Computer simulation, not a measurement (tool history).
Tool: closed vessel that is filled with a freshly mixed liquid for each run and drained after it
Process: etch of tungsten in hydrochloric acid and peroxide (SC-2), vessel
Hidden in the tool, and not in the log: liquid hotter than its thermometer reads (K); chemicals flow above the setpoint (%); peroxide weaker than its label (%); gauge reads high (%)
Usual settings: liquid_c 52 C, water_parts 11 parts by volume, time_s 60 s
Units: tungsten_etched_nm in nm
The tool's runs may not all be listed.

run	hour	liquid_c	water_parts	time_s	wafers since the last listed run	hours since the thermometer was replaced	hours since the chemicals flow meter was replaced	hours since the drum of peroxide was connected	hours since the gauge calibration	read-back film thickness of the tungsten reference wafer, read on the same gauge (nm)	tungsten_etched_nm
1	0	52	13.5	60	0	669.6	601.5	1069.1	252.1	30.02	10.15
2	16.2	59.5	11	60	2384	685.8	617.7	1085.3	268.3	29.97	19.71
3	25.1	59.5	11	60	1309	694.7	626.6	1094.2	277.2	29.99	19.67
4	41.4	59.5	11	60	2398	711	642.9	1110.5	293.5	29.99	19.74
5	47.5	45	11	80	897	717.1	649	1116.6	299.6	30.01	10.13
# hour 49.1: gauge calibrated
6	56.3	45	11	80	1295	725.9	657.8	1125.4	7.2	30.02	10.21
# hour 62.8: thermometer replaced
7	63.3	45	11	80	882	0.5	664.8	1132.4	14.2	30.02	9.63
8	79.2	52	11	75	2339	16.4	680.7	1148.3	30.1	29.99	14.45
9	96.2	52	11	60	2501	33.4	697.7	1165.3	47.1	30.01	11.69
# hour 107.9: chemicals flow meter replaced
10	111.7	52	11	60	2133	48.9	3.8	1180.8	62.6	30.04	11.65
11	119	52	11	60	1074	56.2	11.1	1188.1	69.9	29.99	11.55
12	129	61.5	16	90	1471	66.2	21.1	1198.1	79.9	29.98	23.18
13	139.8	52	14	60	1589	77	31.9	1208.9	90.7	30	9.49
14	156	46	8	60	2384	93.2	48.1	1225.1	106.9	29.99	10.16
15	168.5	52	11	60	1839	105.7	60.6	1237.6	119.4	30.03	11.59
16	175.1	60.5	16	60	971	112.3	67.2	1244.2	126	29.99	14.65
# hour 178.8: new drum of peroxide connected
17	189.2	52	11	60	1927	126.4	81.3	10.4	140.1	30.01	11.69
18	202.8	59	6.5	60	2001	140	94.9	24	153.7	30.02	28.01
19	209.7	57.5	11	60	1015	146.9	101.8	30.9	160.6	30	16.5
20	226.9	42	15.5	80	2531	164.1	119	48.1	177.8	30	5.85
21	236	52	11	60	1339	173.2	128.1	57.2	186.9	30	11.78
22	252.7	52	13.5	45	2457	189.9	144.8	73.9	203.6	30.01	7.44
23	267.7	45.5	11	60	2207	204.9	159.8	88.9	218.6	29.97	7.63
24	277.8	44.5	11	50	1486	215	169.9	99	228.7	30	5.96
25	285.2	58.5	11	60	1089	222.4	177.3	106.4	236.1	30.01	17.85
26	293.6	44.5	11	50	1236	230.8	185.7	114.8	244.5	30.01	5.93
27	302.1	52	11	70	1250	239.3	194.2	123.3	253	30	13.71
28	308.6	52	11	60	956	245.8	200.7	129.8	259.5	30	11.85
# hour 313.2: gauge calibrated
29	321.5	52	11	60	1898	258.7	213.6	142.7	8.3	29.99	11.73
30	335.3	48	14.5	60	2030	272.5	227.4	156.5	22.1	30.02	7.18

Hidden state or all else? Some run-to-run changes of tungsten_etched_nm, split into what the settings, what came in and random variation would give without the hidden state, and what is left for the hidden state (with any gauge scatter that isn't in both results):
Run 1 -> 2: liquid_c 52 -> 59.5, water_parts 13.5 -> 11. tungsten_etched_nm +9.56 nm: hidden state +0.45, all else +9.11.
Run 4 -> 5: liquid_c 59.5 -> 45, time_s 60 -> 80. tungsten_etched_nm -9.61 nm: hidden state -0.42, all else -9.19.
Run 6 -> 7: thermometer replaced. tungsten_etched_nm -0.58 nm: hidden state -0.54, all else -0.04.
Run 12 -> 13: liquid_c 61.5 -> 52, water_parts 16 -> 14, time_s 90 -> 60. tungsten_etched_nm -13.69 nm: hidden state -0.05, all else -13.64.
Run 17 -> 18: liquid_c 52 -> 59, water_parts 11 -> 6.5. tungsten_etched_nm +16.32 nm: hidden state +0.18, all else +16.14.
Run 25 -> 26: liquid_c 58.5 -> 44.5, time_s 60 -> 50. tungsten_etched_nm -11.92 nm: hidden state -0.17, all else -11.75.

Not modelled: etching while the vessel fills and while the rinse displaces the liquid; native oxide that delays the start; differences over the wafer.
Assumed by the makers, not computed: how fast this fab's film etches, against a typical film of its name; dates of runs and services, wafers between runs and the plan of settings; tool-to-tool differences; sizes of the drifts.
